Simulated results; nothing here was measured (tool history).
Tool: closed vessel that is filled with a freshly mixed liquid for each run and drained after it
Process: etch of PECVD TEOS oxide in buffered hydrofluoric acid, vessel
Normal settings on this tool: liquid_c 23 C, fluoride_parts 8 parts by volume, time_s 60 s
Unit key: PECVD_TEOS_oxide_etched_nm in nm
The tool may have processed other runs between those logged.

| run | hour | liquid_c | fluoride_parts | time_s | read-back film thickness of the PECVD TEOS oxide reference wafer, read on the same gauge (nm) | PECVD_TEOS_oxide_etched_nm |
|---|---|---|---|---|---|---|
| 1 | 0 | 23 | 8 | 60 | 130.03 | 164.58 |
| 2 | 43.4 | 23 | 8 | 60 | 130 | 163.66 |
| 3 | 92.3 | 23 | 8 | 60 | 130 | 160.25 |
|  | 174.1 | hydrofluoric acid flow meter replaced |
| 4 | 196.2 | 23 | 8 | 60 | 130.02 | 163.94 |
| 5 | 350.6 | 23 | 8 | 60 | 130.01 | 165.02 |
| 6 | 482 | 23 | 8 | 60 | 130 | 167.16 |
| 7 | 539.7 | 23 | 8 | 35 | 130.02 | 96.48 |
|  | 573.9 | gauge calibrated |
| 8 | 636.8 | 23 | 8 | 35 | 129.98 | 98.57 |
| 9 | 715.5 | 23 | 8 | 60 | 129.98 | 164.99 |
| 10 | 811.3 | 23 | 5.5 | 35 | 130 | 138.57 |
|  | 852.1 | hydrofluoric acid flow meter replaced |
|  | 1008.1 | thermometer replaced |
| 11 | 1110.3 | 21 | 11 | 70 | 130 | 125.05 |
| 12 | 1202.5 | 20.5 | 9.5 | 80 | 129.99 | 158.65 |
| 13 | 1251.6 | 21.5 | 11 | 85 | 130.01 | 156.6 |
| 14 | 1350.1 | 19.5 | 9 | 75 | 130.01 | 146.34 |
|  | 1402.1 | hydrofluoric acid flow meter replaced |
| 15 | 1429.2 | 23 | 8 | 60 | 129.99 | 158.78 |
| 16 | 1488.4 | 27 | 5 | 85 | 130 | 441.76 |
| 17 | 1571.4 | 23 | 8 | 60 | 130.04 | 160.64 |
| 18 | 1666 | 23 | 8 | 60 | 130 | 166.43 |
| 19 | 1758.9 | 23 | 8 | 60 | 129.99 | 162.23 |

Here are 3 independent what-if runs from the current tool condition. What would each one return?
| A | 1759.6 | 23 | 8 | 60 | ? | ? |
| B | 1759.6 | 26.5 | 8 | 60 | ? | ? |
| C | 1759.6 | 26.5 | 6.5 | 40 | ? | ? |

| run | read-back film thickness of the PECVD TEOS oxide reference wafer, read on the same gauge (nm) | PECVD_TEOS_oxide_etched_nm |
|---|---|---|
| A | 129.97 | 163.41 |
| B | 129.97 | 197.38 |
| C | 129.97 | 162.07 |
Take away the tool's hidden state, keep each run's random variation, and the runs would have read:
| run | PECVD_TEOS_oxide_etched_nm |
|---|---|
| A | 157.02 |
| B | 189.82 |
| C | 155.88 |
